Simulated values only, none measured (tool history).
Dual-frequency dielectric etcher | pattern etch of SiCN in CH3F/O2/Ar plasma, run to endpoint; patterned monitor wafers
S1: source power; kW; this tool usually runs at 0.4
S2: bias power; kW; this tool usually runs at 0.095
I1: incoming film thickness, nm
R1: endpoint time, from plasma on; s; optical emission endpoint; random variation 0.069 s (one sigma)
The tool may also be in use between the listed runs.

run	hour	S1	S2	I1	R1
1	0	0.4	0.095	7.46	20.5
2	68.3	0.4	0.095	7.44	20.7
3	153.6	0.4	0.095	7.31	20.4
4	221.5	0.4	0.081	7.39	22
5	275.8	0.4	0.081	7.34	22
6	315.4	0.4	0.095	7.36	20.8
# hour 414.3: wet clean of the chamber
7	414.9	0.4	0.095	7.45	20.4
8	517	0.4	0.095	7.42	20.6
# hour 530.7: source power generator calibrated
9	578.3	0.4	0.095	7.38	20.5
10	785.9	0.4	0.078	7.42	22.4
11	836.8	0.35	0.095	7.43	22
12	877.4	0.4	0.078	7.42	22.6
# hour 945.6: upper electrode replaced
13	981.4	0.4	0.095	7.47	21.2
# hour 1048.3: wet clean of the chamber
# hour 1055.1: bias power generator calibrated
14	1073.8	0.43	0.102	7.34	18.7
15	1121.7	0.37	0.117	7.31	18.9
16	1186.8	0.4	0.095	7.38	20.1
17	1391.6	0.45	0.118	7.36	18.1
18	1477.9	0.47	0.095	7.5	19.7

Consider 5 possible next runs. They are alternatives, not a sequence: every one starts from the tool as it was left by run 18. What does each give?
A	1478.3	0.33	0.095	7.37	?
B	1478.3	0.44	0.106	7.37	?
C	1478.3	0.31	0.102	7.37	?
D	1478.3	0.4	0.112	7.37	?
E	1478.3	0.44	0.095	7.37	?

run	R1
A	22.2
B	19
C	22.2
D	19.3
E	19.8
Take away the tool's hidden state, keep each run's random variation, and the runs would have read:
run	R1
A	21.5
B	18.4
C	21.4
D	18.7
E	19.2
